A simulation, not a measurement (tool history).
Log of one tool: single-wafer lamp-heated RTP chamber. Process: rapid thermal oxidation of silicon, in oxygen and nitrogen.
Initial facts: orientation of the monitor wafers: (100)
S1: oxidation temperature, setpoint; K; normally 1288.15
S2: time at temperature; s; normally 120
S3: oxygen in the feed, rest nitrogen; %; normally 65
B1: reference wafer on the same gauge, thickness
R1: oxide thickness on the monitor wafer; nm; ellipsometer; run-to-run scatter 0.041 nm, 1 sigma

run,day,S1,S2,S3,B1,R1
1,0,1296.15,120,65,9.184,8.532
2,0.442,1296.15,120,65,9.117,8.506
3,1.083,1288.15,120,44,9.155,7.015
4,1.579,1278.15,120,65,9.15,7.455
5,2.162,1288.15,157,65,9.147,9.076
6,2.867,1288.15,157,65,9.121,9.088
7,4.788,1288.15,120,85,9.134,8.963
8,5.175,1288.15,120,85,9.133,8.943
9,5.592,1288.15,120,65,9.133,8.105
10,6.171,1288.15,120,65,9.148,8.129
11,6.617,1288.15,120,54,9.171,7.623
12,7.167,1288.15,120,54,9.174,7.618
# day 7.7: gauge calibrated
13,7.717,1288.15,158,65,9.162,9.25
# day 8.433: oxygen flow controller replaced
14,8.454,1288.15,120,65,9.151,8.251
15,8.904,1288.15,120,65,9.143,8.223
# day 9.596: pyrometer window cleaned and pyrometer calibrated
16,9.617,1288.15,120,65,9.137,8.112
17,9.633,1266.15,120,65,9.149,6.885
18,10.038,1301.15,86,76,9.137,8.114
19,10.758,1288.15,157,65,9.153,9.061
20,11.125,1288.15,138,41,9.152,7.293
21,11.562,1258.15,120,78,9.132,6.909
22,11.9,1288.15,120,65,9.153,8.027
23,12.212,1311.15,120,82,9.161,10.366
24,12.475,1316.15,120,46,9.165,8.671
25,13.108,1288.15,120,65,9.144,8.091
26,13.546,1288.15,120,47,9.126,7.231
27,14.158,1288.15,120,65,9.139,8.01
28,14.871,1288.15,139,65,9.141,8.69
29,15.6,1315.15,159,50,9.133,10.226
30,16.321,1288.15,120,65,9.134,8.058
31,16.812,1316.15,120,46,9.135,8.782
32,17.525,1315.15,120,45,9.161,8.696

3 ways to go on from here, each from the tool as it stands after run 32. What would each give?
A,17.546,1288.15,120,65,?,?
B,17.546,1297.15,176,88,?,?
C,17.546,1279.15,120,65,?,?

run,B1,R1
A,9.144,8.189
B,9.144,11.652
C,9.144,7.671
Without the tool's unlogged condition, the same runs would have read:
run,R1
A,8.029
B,11.424
C,7.52

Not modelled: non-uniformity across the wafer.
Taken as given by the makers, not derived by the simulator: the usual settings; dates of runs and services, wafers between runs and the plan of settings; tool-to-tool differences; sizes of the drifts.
